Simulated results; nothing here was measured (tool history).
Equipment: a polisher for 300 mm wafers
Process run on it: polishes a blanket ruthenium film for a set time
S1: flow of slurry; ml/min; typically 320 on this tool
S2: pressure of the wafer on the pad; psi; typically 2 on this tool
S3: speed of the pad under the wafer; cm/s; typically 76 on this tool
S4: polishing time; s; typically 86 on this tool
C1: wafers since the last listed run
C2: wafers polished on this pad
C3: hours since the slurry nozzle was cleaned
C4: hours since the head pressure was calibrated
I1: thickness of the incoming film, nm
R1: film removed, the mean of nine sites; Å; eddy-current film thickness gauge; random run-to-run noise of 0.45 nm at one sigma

run 1 hour=0 | S1=320 S2=2.4 S3=76 S4=86 | C1=0 C2=406 C3=238.7 C4=572 | I1=443.6 | R1=802
run 2 hour=16.6 | S1=320 S2=2 S3=76 S4=86 | C1=99 C2=505 C3=255.3 C4=588.6 | I1=452.9 | R1=663
run 3 hour=31.3 | S1=320 S2=2 S3=76 S4=86 | C1=88 C2=594 C3=270 C4=603.3 | I1=450.8 | R1=658
run 4 hour=44.8 | S1=320 S2=2 S3=76 S4=86 | C1=81 C2=675 C3=283.5 C4=616.8 | I1=446 | R1=661
run 5 hour=51.2 | S1=320 S2=2 S3=76 S4=86 | C1=38 C2=714 C3=289.9 C4=623.2 | I1=443.7 | R1=655
run 6 hour=61.5 | S1=320 S2=2 S3=76 S4=86 | C1=62 C2=776 C3=300.2 C4=633.5 | I1=453.5 | R1=661
run 7 hour=70.6 | S1=320 S2=2 S3=76 S4=86 | C1=54 C2=831 C3=309.3 C4=642.6 | I1=458.1 | R1=651
run 8 hour=76.9 | S1=320 S2=2 S3=76 S4=86 | C1=37 C2=869 C3=315.6 C4=648.9 | I1=449.9 | R1=656

What does the tool deliver on the next run?
-- hour=85.3 head pressure recalibrated
-- hour=88.8 worn pad replaced by a new one
run 9 hour=89.3 | S1=320 S2=2.5 S3=76 S4=86 | C1=41 C2=3 C3=328 C4=4 | I1=446.1 | R1=?

R1: 816 Å
Had the tool carried no hidden state, the very same run would have given R1 854 Å.
